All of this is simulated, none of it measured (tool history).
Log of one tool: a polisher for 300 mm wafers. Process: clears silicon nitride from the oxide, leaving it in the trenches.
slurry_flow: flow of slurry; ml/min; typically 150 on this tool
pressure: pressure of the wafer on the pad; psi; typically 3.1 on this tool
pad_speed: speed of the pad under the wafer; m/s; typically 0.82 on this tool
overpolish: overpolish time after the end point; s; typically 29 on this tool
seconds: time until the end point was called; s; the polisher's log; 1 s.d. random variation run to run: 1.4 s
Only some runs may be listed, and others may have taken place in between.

run    hour  slurry_flow  pressure  pad_speed  overpolish  wafers since the last listed run  wafers polished on this pad  hours since the slurry nozzle was cleaned  hours since the head pressure was calibrated  incoming thickness of the incoming film, nm  seconds
  1       0          150       3.1       0.82          29                                 0                         1977                                        6.7                                         408.1                                        133.8    152.1
       44.3  -- worn pad replaced by a new one
  2    44.8          150       3.1       0.82          29                               348                            4                                       51.5                                         452.9                                        135.5    153.2
  3   102.8          150       3.1       0.82          29                               494                          499                                      109.5                                         510.9                                        133.9    154.2
      126.6  -- head pressure recalibrated
  4   181.2          150       3.1       0.82          15                               651                         1151                                      187.9                                          54.6                                        132.8    157.4
      235.6  -- slurry nozzle cleaned
  5   250.5          150       3.1       0.82          15                               582                         1734                                       14.9                                         123.9                                        135.6    153.5
  6   313.7          150       3.1       0.82          15                               539                         2273                                       78.1                                         187.1                                        132.5    152.8
      325.1  -- worn pad replaced by a new one
  7   393.4          150       3.1       0.82          29                               645                          582                                      157.8                                         266.8                                        134.2    157.2
  8   449.3          150       3.1       0.82          29                               476                         1059                                      213.7                                         322.7                                        134.3    158.8
      507.1  -- slurry nozzle cleaned
  9   576.2          150       3.1       0.82          29                              1074                         2134                                       69.1                                         449.6                                        135.8      156
      581.7  -- worn pad replaced by a new one
      617.3  -- head pressure recalibrated
 10   661.3          150       3.1       0.72          29                               674                          661                                      154.2                                            44                                        132.6    166.9
 11   741.3          150       3.1       0.82          29                               682                         1344                                      234.2                                           124                                          136    161.3
      794.2  -- slurry nozzle cleaned
      802.9  -- worn pad replaced by a new one
 12   803.4          125       3.8       1.04          20                               487                            4                                        9.2                                         186.1                                        133.6    109.2
 13   898.2          175       3.1       0.82          29                               808                          813                                        104                                         280.9                                        132.6    149.4
 14    1006          185       3.5       0.66          29                               919                         1733                                      211.8                                         388.7                                          135    156.4
     1044.6  -- head pressure recalibrated
     1048.2  -- worn pad replaced by a new one
 15  1053.7          150       3.1       0.62          29                               359                           47                                      259.5                                           9.1                                          135    193.5
     1086.6  -- slurry nozzle cleaned
 16  1110.2          150       3.1       0.82          40                               473                          520                                       23.6                                          65.6                                        133.6    153.4
 17  1174.1          150       3.1       0.82          29                               545                         1065                                       87.5                                         129.5                                        132.8      152
     1273.8  -- worn pad replaced by a new one
 18  1278.6          150       3.1       0.82          29                               857                           41                                        192                                           234                                          137    161.1

Entry by entry between the runs, the difference in hidden state between the last listed run before and the first listed run after:
In the gap between runs 1 and 2: worn pad replaced by a new one (hour 44.3)
  slurry flow missing at the pad, %: 1.79 -> 3.39
  measured result minus the result with no hidden state, seconds: +0.3 -> +0.6 s
In the gap between runs 3 and 4: head pressure recalibrated (hour 126.6)
  slurry flow missing at the pad, %: 9.1 -> 23.4
  measured result minus the result with no hidden state, seconds: +1.7 -> +5 s
In the gap between runs 4 and 5: slurry nozzle cleaned (hour 235.6)
  slurry flow missing at the pad, %: 23.4 -> 1.75
  measured result minus the result with no hidden state, seconds: +5 -> +0.3 s
In the gap between runs 6 and 7: worn pad replaced by a new one (hour 325.1)
  slurry flow missing at the pad, %: 5.35 -> 16.8
  measured result minus the result with no hidden state, seconds: +1 -> +3.4 s
In the gap between runs 8 and 9: slurry nozzle cleaned (hour 507.1)
  slurry flow missing at the pad, %: 29.5 -> 4.57
  measured result minus the result with no hidden state, seconds: +6.6 -> +0.9 s
In the gap between runs 9 and 10: worn pad replaced by a new one (hour 581.7); head pressure recalibrated (hour 617.3)
  slurry flow missing at the pad, %: 4.57 -> 16.2
  measured result minus the result with no hidden state, seconds: +0.9 -> +3.4 s
In the gap between runs 11 and 12: slurry nozzle cleaned (hour 794.2); worn pad replaced by a new one (hour 802.9)
  slurry flow missing at the pad, %: 35.2 -> 1.18
  measured result minus the result with no hidden state, seconds: +8.3 -> +0.1 s
In the gap between runs 14 and 15: head pressure recalibrated (hour 1044.6); worn pad replaced by a new one (hour 1048.2)
  slurry flow missing at the pad, %: 28.6 -> 42.3
  measured result minus the result with no hidden state, seconds: +5.4 -> +12.7 s
In the gap between runs 15 and 16: slurry nozzle cleaned (hour 1086.6)
  slurry flow missing at the pad, %: 42.3 -> 1.29
  measured result minus the result with no hidden state, seconds: +12.7 -> +0.2 s
In the gap between runs 17 and 18: worn pad replaced by a new one (hour 1273.8)
  slurry flow missing at the pad, %: 5.63 -> 23.5
  measured result minus the result with no hidden state, seconds: +1.1 -> +5.1 s

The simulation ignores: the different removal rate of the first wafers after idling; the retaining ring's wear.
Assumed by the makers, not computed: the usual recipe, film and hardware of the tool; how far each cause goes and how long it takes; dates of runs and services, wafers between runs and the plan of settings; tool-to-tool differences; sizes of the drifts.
